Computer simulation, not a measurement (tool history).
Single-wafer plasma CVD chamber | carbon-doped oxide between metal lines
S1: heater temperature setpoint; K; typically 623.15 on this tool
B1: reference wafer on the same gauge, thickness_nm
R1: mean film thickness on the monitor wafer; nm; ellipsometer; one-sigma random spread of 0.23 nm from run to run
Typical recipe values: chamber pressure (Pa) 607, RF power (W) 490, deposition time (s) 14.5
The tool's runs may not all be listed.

run 1 day=0 | S1=623.15 chamber_pressure_(Pa)=607 RF_power_(W)=490 deposition_time_(s)=14.5 | B1=82.777 | R1=68.852
run 2 day=0.608 | S1=623.15 chamber_pressure_(Pa)=607 RF_power_(W)=490 deposition_time_(s)=14.5 | B1=82.77 | R1=69.175
run 3 day=1.842 | S1=623.15 chamber_pressure_(Pa)=607 RF_power_(W)=490 deposition_time_(s)=14.5 | B1=82.806 | R1=69.02
-- day=3.288 RF generator calibrated
run 4 day=3.308 | S1=623.15 chamber_pressure_(Pa)=643 RF_power_(W)=490 deposition_time_(s)=14.5 | B1=82.796 | R1=67.653
-- day=3.521 gauge calibrated
run 5 day=4.638 | S1=623.15 chamber_pressure_(Pa)=643 RF_power_(W)=490 deposition_time_(s)=14.5 | B1=82.791 | R1=67.587
run 6 day=5.371 | S1=623.15 chamber_pressure_(Pa)=607 RF_power_(W)=490 deposition_time_(s)=14.5 | B1=82.689 | R1=67.2
run 7 day=6.221 | S1=623.15 chamber_pressure_(Pa)=607 RF_power_(W)=490 deposition_time_(s)=14.5 | B1=82.785 | R1=67.525
run 8 day=7.654 | S1=623.15 chamber_pressure_(Pa)=607 RF_power_(W)=490 deposition_time_(s)=14.5 | B1=82.816 | R1=67.427
-- day=8.933 RF generator calibrated, repeated, since the last time left the tool worse
-- day=10.079 showerhead replaced
run 9 day=10.179 | S1=609.15 chamber_pressure_(Pa)=723 RF_power_(W)=450 deposition_time_(s)=13.2 | B1=82.792 | R1=65.297
run 10 day=11.183 | S1=623.15 chamber_pressure_(Pa)=607 RF_power_(W)=530 deposition_time_(s)=14.5 | B1=82.796 | R1=73.513
-- day=11.662 capacitance manometer re-zeroed and calibrated
run 11 day=12.171 | S1=623.15 chamber_pressure_(Pa)=607 RF_power_(W)=555 deposition_time_(s)=13.2 | B1=82.808 | R1=68.313
-- day=12.683 thermocouple changed; heater temperature recalibrated
run 12 day=13.033 | S1=635.15 chamber_pressure_(Pa)=685 RF_power_(W)=490 deposition_time_(s)=14.5 | B1=82.75 | R1=69.548
run 13 day=13.658 | S1=623.15 chamber_pressure_(Pa)=607 RF_power_(W)=490 deposition_time_(s)=14.5 | B1=82.828 | R1=70.982
run 14 day=15.154 | S1=610.15 chamber_pressure_(Pa)=607 RF_power_(W)=490 deposition_time_(s)=16.9 | B1=82.754 | R1=84.976
run 15 day=16.454 | S1=623.15 chamber_pressure_(Pa)=607 RF_power_(W)=425 deposition_time_(s)=13.7 | B1=82.84 | R1=62.706
run 16 day=17.583 | S1=623.15 chamber_pressure_(Pa)=607 RF_power_(W)=555 deposition_time_(s)=15.4 | B1=82.836 | R1=79.47
run 17 day=18.833 | S1=617.15 chamber_pressure_(Pa)=607 RF_power_(W)=460 deposition_time_(s)=14.5 | B1=82.685 | R1=69.459
run 18 day=20.233 | S1=623.15 chamber_pressure_(Pa)=607 RF_power_(W)=490 deposition_time_(s)=14.5 | B1=82.793 | R1=70.557
run 19 day=20.967 | S1=628.15 chamber_pressure_(Pa)=607 RF_power_(W)=415 deposition_time_(s)=14.5 | B1=82.735 | R1=64.939
run 20 day=22.392 | S1=623.15 chamber_pressure_(Pa)=607 RF_power_(W)=490 deposition_time_(s)=14.5 | B1=82.771 | R1=70.989
run 21 day=23.862 | S1=623.15 chamber_pressure_(Pa)=607 RF_power_(W)=490 deposition_time_(s)=14.5 | B1=82.803 | R1=70.828
run 22 day=25.175 | S1=623.15 chamber_pressure_(Pa)=669 RF_power_(W)=420 deposition_time_(s)=16.9 | B1=82.816 | R1=77.514
run 23 day=25.746 | S1=623.15 chamber_pressure_(Pa)=607 RF_power_(W)=490 deposition_time_(s)=14.5 | B1=82.863 | R1=70.863
run 24 day=26.338 | S1=616.15 chamber_pressure_(Pa)=607 RF_power_(W)=490 deposition_time_(s)=12 | B1=82.895 | R1=59.831
run 25 day=27.204 | S1=623.15 chamber_pressure_(Pa)=607 RF_power_(W)=490 deposition_time_(s)=14.5 | B1=82.766 | R1=70.844
run 26 day=27.767 | S1=623.15 chamber_pressure_(Pa)=537 RF_power_(W)=490 deposition_time_(s)=14.5 | B1=82.75 | R1=69.936
run 27 day=29.188 | S1=630.15 chamber_pressure_(Pa)=607 RF_power_(W)=490 deposition_time_(s)=14.5 | B1=82.806 | R1=69.416

Predict each of these 5 candidate next runs independently; none follows another, all start after run 27:
run A day=29.204 | S1=623.15 chamber_pressure_(Pa)=607 RF_power_(W)=435 deposition_time_(s)=14.5 | B1=? | R1=?
run B day=29.204 | S1=618.15 chamber_pressure_(Pa)=607 RF_power_(W)=490 deposition_time_(s)=14.5 | B1=? | R1=?
run C day=29.204 | S1=612.15 chamber_pressure_(Pa)=607 RF_power_(W)=535 deposition_time_(s)=14.5 | B1=? | R1=?
run D day=29.204 | S1=617.15 chamber_pressure_(Pa)=607 RF_power_(W)=490 deposition_time_(s)=12.4 | B1=? | R1=?
run E day=29.204 | S1=627.15 chamber_pressure_(Pa)=607 RF_power_(W)=515 deposition_time_(s)=14.5 | B1=? | R1=?

run=A B1=82.83 R1=67.255
run=B B1=82.83 R1=71.837
run=C B1=82.83 R1=75.9
run=D B1=82.83 R1=61.758
run=E B1=82.83 R1=71.806
The same runs, with their run-to-run variation unchanged, on a tool lacking any hidden condition would have given:
run=A R1=67.409
run=B R1=71.98
run=C R1=76.048
run=D R1=61.88
run=E R1=71.946
